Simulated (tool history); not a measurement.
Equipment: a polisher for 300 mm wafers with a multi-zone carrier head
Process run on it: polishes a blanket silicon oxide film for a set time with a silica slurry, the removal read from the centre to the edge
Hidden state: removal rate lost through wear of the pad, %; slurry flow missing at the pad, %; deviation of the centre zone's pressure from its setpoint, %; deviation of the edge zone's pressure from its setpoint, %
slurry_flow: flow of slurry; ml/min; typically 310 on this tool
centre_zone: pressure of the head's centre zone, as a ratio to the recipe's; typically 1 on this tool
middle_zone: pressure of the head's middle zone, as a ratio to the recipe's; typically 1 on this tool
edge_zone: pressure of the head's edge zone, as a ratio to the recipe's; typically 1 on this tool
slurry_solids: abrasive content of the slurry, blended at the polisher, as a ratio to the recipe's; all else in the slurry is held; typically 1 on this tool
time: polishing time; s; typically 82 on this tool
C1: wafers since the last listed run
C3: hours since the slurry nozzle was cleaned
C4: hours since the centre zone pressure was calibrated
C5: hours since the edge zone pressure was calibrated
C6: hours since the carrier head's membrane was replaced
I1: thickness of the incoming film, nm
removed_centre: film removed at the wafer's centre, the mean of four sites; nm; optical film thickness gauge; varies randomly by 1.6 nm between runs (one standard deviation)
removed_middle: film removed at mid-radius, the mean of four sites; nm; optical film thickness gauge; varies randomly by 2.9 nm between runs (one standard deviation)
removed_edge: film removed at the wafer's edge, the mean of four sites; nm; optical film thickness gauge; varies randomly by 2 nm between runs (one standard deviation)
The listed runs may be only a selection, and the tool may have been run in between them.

{"run": 1, "hour": 0.0, "slurry_flow": 310, "centre_zone": 1, "middle_zone": 1, "edge_zone": 1.07, "slurry_solids": 1, "time": 82, "C1": 0, "wafers polished on this pad": 1376, "C3": 282.7, "C4": 36.9, "C5": 184.3, "C6": 417.3, "I1": 1031.7, "removed_centre": 222.7, "removed_middle": 225.1, "removed_edge": 230.9}
{"run": 2, "hour": 39.7, "slurry_flow": 225, "centre_zone": 1, "middle_zone": 0.93, "edge_zone": 1, "slurry_solids": 1, "time": 103, "C1": 437, "wafers polished on this pad": 1813, "C3": 322.4, "C4": 76.6, "C5": 224, "C6": 457, "I1": 1015.7, "removed_centre": 274.6, "removed_middle": 263.3, "removed_edge": 266.1}
{"run": 3, "hour": 79.4, "slurry_flow": 310, "centre_zone": 1.11, "middle_zone": 1, "edge_zone": 1, "slurry_solids": 1, "time": 82, "C1": 437, "wafers polished on this pad": 2250, "C3": 362.1, "C4": 116.3, "C5": 263.7, "C6": 496.7, "I1": 1005.8, "removed_centre": 246.3, "removed_middle": 224.5, "removed_edge": 213.7}
{"run": 4, "hour": 120.8, "slurry_flow": 310, "centre_zone": 1, "middle_zone": 1, "edge_zone": 1.07, "slurry_solids": 0.85, "time": 82, "C1": 456, "wafers polished on this pad": 2706, "C3": 403.5, "C4": 157.7, "C5": 305.1, "C6": 538.1, "I1": 1032.8, "removed_centre": 207.4, "removed_middle": 202, "removed_edge": 200.6}
{"run": 5, "hour": 158.8, "slurry_flow": 260, "centre_zone": 1, "middle_zone": 1, "edge_zone": 1.06, "slurry_solids": 1, "time": 90, "C1": 418, "wafers polished on this pad": 3125, "C3": 441.5, "C4": 195.7, "C5": 343.1, "C6": 576.1, "I1": 1017.9, "removed_centre": 240.2, "removed_middle": 237.4, "removed_edge": 234.2}
{"hour": 221.2, "done": "worn pad replaced by a new one"}
{"hour": 222.5, "done": "edge zone pressure recalibrated"}
{"run": 6, "hour": 223.0, "slurry_flow": 310, "centre_zone": 1, "middle_zone": 1, "edge_zone": 1, "slurry_solids": 1, "time": 82, "C1": 648, "wafers polished on this pad": 5, "C3": 505.7, "C4": 259.9, "C5": 0.5, "C6": 640.3, "I1": 1008.1, "removed_centre": 240.7, "removed_middle": 231.5, "removed_edge": 220.5}
{"hour": 240.6, "done": "carrier head's membrane replaced by a new one"}
{"run": 7, "hour": 246.5, "slurry_flow": 310, "centre_zone": 1, "middle_zone": 0.91, "edge_zone": 1, "slurry_solids": 1, "time": 101, "C1": 203, "wafers polished on this pad": 209, "C3": 529.2, "C4": 283.4, "C5": 24, "C6": 5.9, "I1": 1001.8, "removed_centre": 298.8, "removed_middle": 255.2, "removed_edge": 274.2}
{"run": 8, "hour": 280.7, "slurry_flow": 310, "centre_zone": 1, "middle_zone": 0.94, "edge_zone": 1, "slurry_solids": 1, "time": 82, "C1": 376, "wafers polished on this pad": 585, "C3": 563.4, "C4": 317.6, "C5": 58.2, "C6": 40.1, "I1": 1014.2, "removed_centre": 245.6, "removed_middle": 220.2, "removed_edge": 225.5}
{"run": 9, "hour": 318.5, "slurry_flow": 310, "centre_zone": 1, "middle_zone": 0.89, "edge_zone": 1, "slurry_solids": 1.1, "time": 82, "C1": 416, "wafers polished on this pad": 1002, "C3": 601.2, "C4": 355.4, "C5": 96, "C6": 77.9, "I1": 1025.5, "removed_centre": 257.3, "removed_middle": 210.6, "removed_edge": 232.4}
{"hour": 342.1, "done": "centre zone pressure recalibrated"}
{"run": 10, "hour": 354.5, "slurry_flow": 310, "centre_zone": 1.08, "middle_zone": 1, "edge_zone": 1.05, "slurry_solids": 1.25, "time": 82, "C1": 374, "wafers polished on this pad": 1376, "C3": 637.2, "C4": 12.4, "C5": 132, "C6": 113.9, "I1": 1024.1, "removed_centre": 269.4, "removed_middle": 257.3, "removed_edge": 247.5}
{"run": 11, "hour": 394.4, "slurry_flow": 310, "centre_zone": 1, "middle_zone": 1, "edge_zone": 1, "slurry_solids": 1, "time": 82, "C1": 439, "wafers polished on this pad": 1816, "C3": 677.1, "C4": 52.3, "C5": 171.9, "C6": 153.8, "I1": 1017.5, "removed_centre": 228, "removed_middle": 225.7, "removed_edge": 219.6}
{"hour": 439.7, "done": "slurry nozzle cleaned"}
{"run": 12, "hour": 459.0, "slurry_flow": 310, "centre_zone": 1, "middle_zone": 0.95, "edge_zone": 1, "slurry_solids": 1.25, "time": 66, "C1": 700, "wafers polished on this pad": 2516, "C3": 19.3, "C4": 116.9, "C5": 236.5, "C6": 218.4, "I1": 1010.6, "removed_centre": 196.8, "removed_middle": 191.7, "removed_edge": 189.2}
{"hour": 515.9, "done": "worn pad replaced by a new one"}
{"run": 13, "hour": 523.6, "slurry_flow": 310, "centre_zone": 0.88, "middle_zone": 0.96, "edge_zone": 1, "slurry_solids": 1, "time": 74, "C1": 667, "wafers polished on this pad": 84, "C3": 83.9, "C4": 181.5, "C5": 301.1, "C6": 283, "I1": 1013.2, "removed_centre": 189.7, "removed_middle": 203.1, "removed_edge": 200.3}
{"run": 14, "hour": 563.9, "slurry_flow": 310, "centre_zone": 1, "middle_zone": 1, "edge_zone": 1, "slurry_solids": 1, "time": 82, "C1": 443, "wafers polished on this pad": 528, "C3": 124.2, "C4": 221.8, "C5": 341.4, "C6": 323.3, "I1": 1017.6, "removed_centre": 238.2, "removed_middle": 231.3, "removed_edge": 220.2}
{"run": 15, "hour": 600.9, "slurry_flow": 310, "centre_zone": 1, "middle_zone": 0.92, "edge_zone": 1, "slurry_solids": 1, "time": 82, "C1": 407, "wafers polished on this pad": 936, "C3": 161.2, "C4": 258.8, "C5": 378.4, "C6": 360.3, "I1": 1023, "removed_centre": 241.5, "removed_middle": 212.1, "removed_edge": 221.9}
{"hour": 622.0, "done": "edge zone pressure recalibrated"}
{"hour": 645.9, "done": "centre zone pressure recalibrated"}
{"run": 16, "hour": 663.8, "slurry_flow": 210, "centre_zone": 1.06, "middle_zone": 1, "edge_zone": 0.89, "slurry_solids": 1, "time": 82, "C1": 648, "wafers polished on this pad": 1584, "C3": 224.1, "C4": 17.9, "C5": 41.8, "C6": 423.2, "I1": 1026.1, "removed_centre": 223.5, "removed_middle": 222.2, "removed_edge": 203.4}
{"run": 17, "hour": 714.0, "slurry_flow": 310, "centre_zone": 1, "middle_zone": 1, "edge_zone": 1, "slurry_solids": 1, "time": 82, "C1": 552, "wafers polished on this pad": 2137, "C3": 274.3, "C4": 68.1, "C5": 92, "C6": 473.4, "I1": 1025.3, "removed_centre": 222.5, "removed_middle": 228.2, "removed_edge": 218.7}
{"run": 18, "hour": 756.2, "slurry_flow": 355, "centre_zone": 1, "middle_zone": 1, "edge_zone": 1, "slurry_solids": 1, "time": 82, "C1": 464, "wafers polished on this pad": 2602, "C3": 316.5, "C4": 110.3, "C5": 134.2, "C6": 515.6, "I1": 1015.2, "removed_centre": 222.9, "removed_middle": 218.6, "removed_edge": 214.6}
{"hour": 787.0, "done": "carrier head's membrane replaced by a new one"}
{"run": 19, "hour": 804.7, "slurry_flow": 395, "centre_zone": 1, "middle_zone": 1, "edge_zone": 1.09, "slurry_solids": 1, "time": 82, "C1": 479, "wafers polished on this pad": 3081, "C3": 365, "C4": 158.8, "C5": 182.7, "C6": 17.7, "I1": 1011.2, "removed_centre": 223.6, "removed_middle": 217.7, "removed_edge": 219.4}
{"run": 20, "hour": 854.6, "slurry_flow": 345, "centre_zone": 0.9, "middle_zone": 1, "edge_zone": 1, "slurry_solids": 1, "time": 74, "C1": 549, "wafers polished on this pad": 3631, "C3": 414.9, "C4": 208.7, "C5": 232.6, "C6": 67.6, "I1": 1042.2, "removed_centre": 179.9, "removed_middle": 196.1, "removed_edge": 187.4}

Give the tool's hidden conditions for every run:
slurry flow missing at the pad, %: 0 across all the runs
deviation of the edge zone's pressure from its setpoint, %: 0 across all the runs
H1: removal rate lost through wear of the pad, %
H2: deviation of the centre zone's pressure from its setpoint, %
run=1 H1=1.32 H2=0.634
run=2 H1=2.13 H2=1.7
run=3 H1=3.15 H2=2.77
run=4 H1=4.46 H2=3.89
run=5 H1=5.86 H2=4.92
run=6 H1=0.139 H2=6.65
run=7 H1=0.184 H2=7.28
run=8 H1=0.385 H2=8.2
run=9 H1=0.795 H2=9.22
run=10 H1=1.37 H2=1.22
run=11 H1=2.22 H2=2.29
run=12 H1=4.06 H2=4.04
run=13 H1=0.497 H2=5.78
run=14 H1=0.652 H2=6.86
run=15 H1=0.993 H2=7.86
run=16 H1=2.01 H2=0.0295
run=17 H1=3.21 H2=1.38
run=18 H1=4.49 H2=2.52
run=19 H1=6.27 H2=3.83
run=20 H1=8.44 H2=5.17
